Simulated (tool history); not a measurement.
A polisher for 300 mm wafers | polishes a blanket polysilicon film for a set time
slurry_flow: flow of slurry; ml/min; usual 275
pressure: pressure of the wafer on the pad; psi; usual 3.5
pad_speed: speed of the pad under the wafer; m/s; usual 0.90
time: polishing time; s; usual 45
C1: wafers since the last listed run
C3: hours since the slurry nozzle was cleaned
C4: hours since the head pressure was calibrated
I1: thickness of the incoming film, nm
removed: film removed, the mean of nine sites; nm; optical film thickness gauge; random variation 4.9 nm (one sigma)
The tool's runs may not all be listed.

{"run": 1, "hour": 0.0, "slurry_flow": 275, "pressure": 4.0, "pad_speed": 0.9, "time": 45, "C1": 0, "wafers polished on this pad": 10, "C3": 304.3, "C4": 282.9, "I1": 1389.3, "removed": 526.2}
{"hour": 8.7, "done": "slurry nozzle cleaned"}
{"run": 2, "hour": 13.5, "slurry_flow": 275, "pressure": 4.0, "pad_speed": 0.9, "time": 45, "C1": 125, "wafers polished on this pad": 136, "C3": 4.8, "C4": 296.4, "I1": 1394.6, "removed": 524.7}
{"run": 3, "hour": 44.4, "slurry_flow": 275, "pressure": 2.7, "pad_speed": 0.9, "time": 45, "C1": 311, "wafers polished on this pad": 447, "C3": 35.7, "C4": 327.3, "I1": 1370.0, "removed": 376.2}
{"run": 4, "hour": 62.1, "slurry_flow": 275, "pressure": 3.5, "pad_speed": 0.9, "time": 45, "C1": 178, "wafers polished on this pad": 625, "C3": 53.4, "C4": 345.0, "I1": 1415.2, "removed": 471.0}
{"run": 5, "hour": 88.9, "slurry_flow": 275, "pressure": 3.5, "pad_speed": 0.9, "time": 45, "C1": 269, "wafers polished on this pad": 895, "C3": 80.2, "C4": 371.8, "I1": 1367.6, "removed": 477.5}
{"run": 6, "hour": 118.0, "slurry_flow": 275, "pressure": 3.5, "pad_speed": 0.9, "time": 45, "C1": 293, "wafers polished on this pad": 1188, "C3": 109.3, "C4": 400.9, "I1": 1406.0, "removed": 476.2}
{"hour": 129.7, "done": "worn pad replaced by a new one"}
{"run": 7, "hour": 138.7, "slurry_flow": 275, "pressure": 3.5, "pad_speed": 0.9, "time": 45, "C1": 168, "wafers polished on this pad": 90, "C3": 130.0, "C4": 421.6, "I1": 1400.1, "removed": 465.8}
{"run": 8, "hour": 162.2, "slurry_flow": 275, "pressure": 3.5, "pad_speed": 0.9, "time": 45, "C1": 236, "wafers polished on this pad": 327, "C3": 153.5, "C4": 445.1, "I1": 1379.0, "removed": 468.7}
{"run": 9, "hour": 187.2, "slurry_flow": 275, "pressure": 3.5, "pad_speed": 0.9, "time": 45, "C1": 251, "wafers polished on this pad": 579, "C3": 178.5, "C4": 470.1, "I1": 1391.4, "removed": 471.4}
{"run": 10, "hour": 206.9, "slurry_flow": 250, "pressure": 3.5, "pad_speed": 0.9, "time": 45, "C1": 198, "wafers polished on this pad": 777, "C3": 198.2, "C4": 489.8, "I1": 1390.5, "removed": 464.0}
{"run": 11, "hour": 239.3, "slurry_flow": 275, "pressure": 3.5, "pad_speed": 0.9, "time": 41, "C1": 326, "wafers polished on this pad": 1103, "C3": 230.6, "C4": 522.2, "I1": 1370.9, "removed": 431.5}
{"run": 12, "hour": 267.9, "slurry_flow": 275, "pressure": 3.5, "pad_speed": 0.9, "time": 41, "C1": 288, "wafers polished on this pad": 1392, "C3": 259.2, "C4": 550.8, "I1": 1377.0, "removed": 429.0}
{"hour": 286.3, "done": "worn pad replaced by a new one"}
{"run": 13, "hour": 294.3, "slurry_flow": 275, "pressure": 3.5, "pad_speed": 0.9, "time": 45, "C1": 225, "wafers polished on this pad": 80, "C3": 285.6, "C4": 577.2, "I1": 1407.9, "removed": 467.7}
{"run": 14, "hour": 325.3, "slurry_flow": 275, "pressure": 3.5, "pad_speed": 0.9, "time": 45, "C1": 312, "wafers polished on this pad": 392, "C3": 316.6, "C4": 608.2, "I1": 1401.3, "removed": 461.2}
{"hour": 338.4, "done": "slurry nozzle cleaned"}
{"hour": 348.5, "done": "head pressure recalibrated"}
{"run": 15, "hour": 356.9, "slurry_flow": 325, "pressure": 4.0, "pad_speed": 0.78, "time": 45, "C1": 288, "wafers polished on this pad": 681, "C3": 18.5, "C4": 8.4, "I1": 1392.5, "removed": 460.5}
{"run": 16, "hour": 373.8, "slurry_flow": 305, "pressure": 4.5, "pad_speed": 0.9, "time": 45, "C1": 170, "wafers polished on this pad": 851, "C3": 35.4, "C4": 25.3, "I1": 1368.3, "removed": 582.6}
{"run": 17, "hour": 394.3, "slurry_flow": 275, "pressure": 3.5, "pad_speed": 0.9, "time": 41, "C1": 206, "wafers polished on this pad": 1057, "C3": 55.9, "C4": 45.8, "I1": 1377.8, "removed": 424.7}
{"run": 18, "hour": 427.3, "slurry_flow": 275, "pressure": 3.5, "pad_speed": 0.9, "time": 45, "C1": 332, "wafers polished on this pad": 1390, "C3": 88.9, "C4": 78.8, "I1": 1410.7, "removed": 475.1}
{"run": 19, "hour": 442.7, "slurry_flow": 205, "pressure": 3.5, "pad_speed": 0.9, "time": 45, "C1": 155, "wafers polished on this pad": 1545, "C3": 104.3, "C4": 94.2, "I1": 1386.5, "removed": 451.5}
{"hour": 453.7, "done": "worn pad replaced by a new one"}
{"run": 20, "hour": 457.5, "slurry_flow": 275, "pressure": 4.5, "pad_speed": 0.58, "time": 45, "C1": 108, "wafers polished on this pad": 38, "C3": 119.1, "C4": 109.0, "I1": 1395.7, "removed": 381.9}
{"run": 21, "hour": 470.5, "slurry_flow": 275, "pressure": 2.6, "pad_speed": 0.9, "time": 45, "C1": 130, "wafers polished on this pad": 169, "C3": 132.1, "C4": 122.0, "I1": 1395.6, "removed": 372.2}
{"run": 22, "hour": 495.7, "slurry_flow": 210, "pressure": 2.4, "pad_speed": 1.04, "time": 37, "C1": 253, "wafers polished on this pad": 423, "C3": 157.3, "C4": 147.2, "I1": 1362.9, "removed": 313.7}
{"run": 23, "hour": 518.2, "slurry_flow": 275, "pressure": 3.5, "pad_speed": 0.9, "time": 45, "C1": 226, "wafers polished on this pad": 649, "C3": 179.8, "C4": 169.7, "I1": 1412.2, "removed": 479.3}
{"run": 24, "hour": 537.9, "slurry_flow": 345, "pressure": 3.5, "pad_speed": 0.9, "time": 45, "C1": 198, "wafers polished on this pad": 848, "C3": 199.5, "C4": 189.4, "I1": 1389.4, "removed": 471.9}
{"run": 25, "hour": 565.7, "slurry_flow": 320, "pressure": 3.5, "pad_speed": 0.72, "time": 45, "C1": 280, "wafers polished on this pad": 1128, "C3": 227.3, "C4": 217.2, "I1": 1381.8, "removed": 374.1}
{"hour": 592.0, "done": "worn pad replaced by a new one"}
{"run": 26, "hour": 661.8, "slurry_flow": 350, "pressure": 4.0, "pad_speed": 0.72, "time": 54, "C1": 927, "wafers polished on this pad": 703, "C3": 323.4, "C4": 313.3, "I1": 1392.2, "removed": 518.2}
{"run": 27, "hour": 696.2, "slurry_flow": 200, "pressure": 3.5, "pad_speed": 0.9, "time": 45, "C1": 346, "wafers polished on this pad": 1049, "C3": 357.8, "C4": 347.7, "I1": 1393.4, "removed": 445.7}
{"hour": 713.7, "done": "slurry nozzle cleaned"}
{"run": 28, "hour": 717.4, "slurry_flow": 275, "pressure": 3.1, "pad_speed": 0.9, "time": 45, "C1": 203, "wafers polished on this pad": 1253, "C3": 3.7, "C4": 368.9, "I1": 1385.0, "removed": 421.4}
{"hour": 735.7, "done": "worn pad replaced by a new one"}
{"run": 29, "hour": 740.4, "slurry_flow": 275, "pressure": 3.9, "pad_speed": 0.9, "time": 45, "C1": 191, "wafers polished on this pad": 47, "C3": 26.7, "C4": 391.9, "I1": 1380.9, "removed": 518.5}

3 ways to go on from here, each from the tool as it stands after run 29. What would each give?
{"run": "A", "hour": 740.8, "slurry_flow": 275, "pressure": 3.5, "pad_speed": 0.9, "time": 45, "C1": 4, "wafers polished on this pad": 51, "C3": 27.1, "C4": 392.3, "I1": 1387.3, "removed": "?"}
{"run": "B", "hour": 740.8, "slurry_flow": 245, "pressure": 2.6, "pad_speed": 0.66, "time": 51, "C1": 4, "wafers polished on this pad": 51, "C3": 27.1, "C4": 392.3, "I1": 1387.3, "removed": "?"}
{"run": "C", "hour": 740.8, "slurry_flow": 205, "pressure": 3.5, "pad_speed": 0.9, "time": 54, "C1": 4, "wafers polished on this pad": 51, "C3": 27.1, "C4": 392.3, "I1": 1387.3, "removed": "?"}

run=A removed=471.2
run=B removed=309.6
run=C removed=549.1
Without the tool's hidden state the same runs would have given:
run=A removed=471.2
run=B removed=309.6
run=C removed=549.1

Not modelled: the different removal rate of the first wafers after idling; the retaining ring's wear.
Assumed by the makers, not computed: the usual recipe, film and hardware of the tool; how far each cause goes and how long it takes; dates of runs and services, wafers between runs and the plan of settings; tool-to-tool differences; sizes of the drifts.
